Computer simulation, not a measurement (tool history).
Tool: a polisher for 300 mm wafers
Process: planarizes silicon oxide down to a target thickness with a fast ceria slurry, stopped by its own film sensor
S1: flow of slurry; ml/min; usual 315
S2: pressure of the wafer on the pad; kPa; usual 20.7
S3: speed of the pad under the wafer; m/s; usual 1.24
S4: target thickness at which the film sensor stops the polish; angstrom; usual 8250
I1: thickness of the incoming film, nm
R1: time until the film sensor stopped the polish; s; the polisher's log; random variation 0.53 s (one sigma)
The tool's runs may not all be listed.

run     day   S1    S2    S3     S4      I1    R1
  1   0.000  340  20.7  1.24   8250  1873.1  52.6
  2   1.338  340  20.7  1.24   8250  1920.9  56.0
      1.500  -- slurry nozzle cleaned
  3   2.021  315  20.7  1.24   8250  1910.2  54.4
      2.467  -- worn pad replaced by a new one
  4   3.433  315  20.7  0.88   8250  1918.6  77.2
  5   3.996  315  20.7  0.88   8250  1917.7  76.1
  6   5.471  315  20.7  1.24   8250  1895.1  52.7
  7   6.758  315  20.7  1.24   8250  1911.4  53.8
  8   8.242  315  20.7  1.24   8250  1930.8  54.9
     11.354  -- worn pad replaced by a new one
  9  11.450  315  20.7  1.24   8250  1917.1  54.6
 10  12.179  315  20.7  1.24   8250  1920.4  55.0
 11  13.112  315  20.7  1.24   8250  1899.7  54.0
 12  13.692  315  20.7  1.48   8250  1942.3  47.6
 13  15.042  315  20.7  1.48   8250  1930.8  46.1
 14  16.133  315  20.7  1.24   8250  1916.9  55.8
 15  16.838  315  20.7  1.24   8250  1921.5  55.7
 16  18.062  315  20.7  1.52   8250  1925.9  45.3
 17  18.579  315  20.7  1.60   4480  1883.9  56.6
     19.804  -- worn pad replaced by a new one
 18  19.825  315  20.7  1.24   8250  1926.3  55.5
 19  20.996  315  20.7  1.24  11700  1916.4  38.1
 20  21.612  315  20.7  1.24  11700  1908.0  38.1
 21  23.004  315  20.7  1.24   8250  1903.1  55.4
 22  23.929  315  15.9  1.24  10520  1925.7  53.3
     26.108  -- head pressure recalibrated
 23  26.129  315  26.9  1.42   8250  1874.2  36.7
 24  26.771  420  18.6  1.36  11410  1887.0  33.5
 25  27.417  210  17.9  1.24  10870  1950.2  46.3
 26  28.558  315  20.7  1.62   8250  1902.7  39.7
     29.404  -- worn pad replaced by a new one
 27  29.629  315  27.6  1.06   6060  1894.2  59.2
 28  30.829  315  20.7  1.24   8250  1878.3  50.5
     31.288  -- slurry nozzle cleaned
 29  32.188  395  16.5  1.68   5650  1885.4  52.4
 30  33.633  315  20.7  1.24   9710  1901.5  43.8
 31  34.379  210  17.9  1.04   8250  1888.7  67.3
 32  35.400  245  20.7  1.24   8250  1938.8  54.6
 33  36.308  315  14.5  0.84   8250  1914.8  92.3
     37.512  -- worn pad replaced by a new one
 34  37.746  280  20.7  1.24   8250  1896.7  50.8
 35  38.933  315  17.9  1.24   7230  1918.5  62.1
 36  40.121  315  24.8  1.24   6540  1932.9  53.5

Measured less the same run without the tool's hidden state. The same run-to-run variation is in both; the gauge's scatter may not be:
The hidden state here: removal rate lost through wear of the pad, %; slurry flow missing at the pad, %; deviation of the head's pressure from its setpoint, %.
run    R1
  1  +3.9
  2  +4.4
  3  +3.0
  4  +4.3
  5  +4.4
  6  +3.2
  7  +3.4
  8  +3.5
  9  +3.9
 10  +4.0
 11  +4.1
 12  +3.6
 13  +3.6
 14  +4.6
 15  +4.6
 16  +4.0
 17  +5.0
 18  +5.0
 19  +3.6
 20  +3.7
 21  +5.5
 22  +5.5
 23  +0.4
 24  +0.3
 25  +1.0
 26  +0.8
 27  +1.4
 28  +1.4
 29  +0.2
 30  +0.3
 31  +0.5
 32  +0.5
 33  +1.1
 34  +0.7
 35  +1.0
 36  +1.0

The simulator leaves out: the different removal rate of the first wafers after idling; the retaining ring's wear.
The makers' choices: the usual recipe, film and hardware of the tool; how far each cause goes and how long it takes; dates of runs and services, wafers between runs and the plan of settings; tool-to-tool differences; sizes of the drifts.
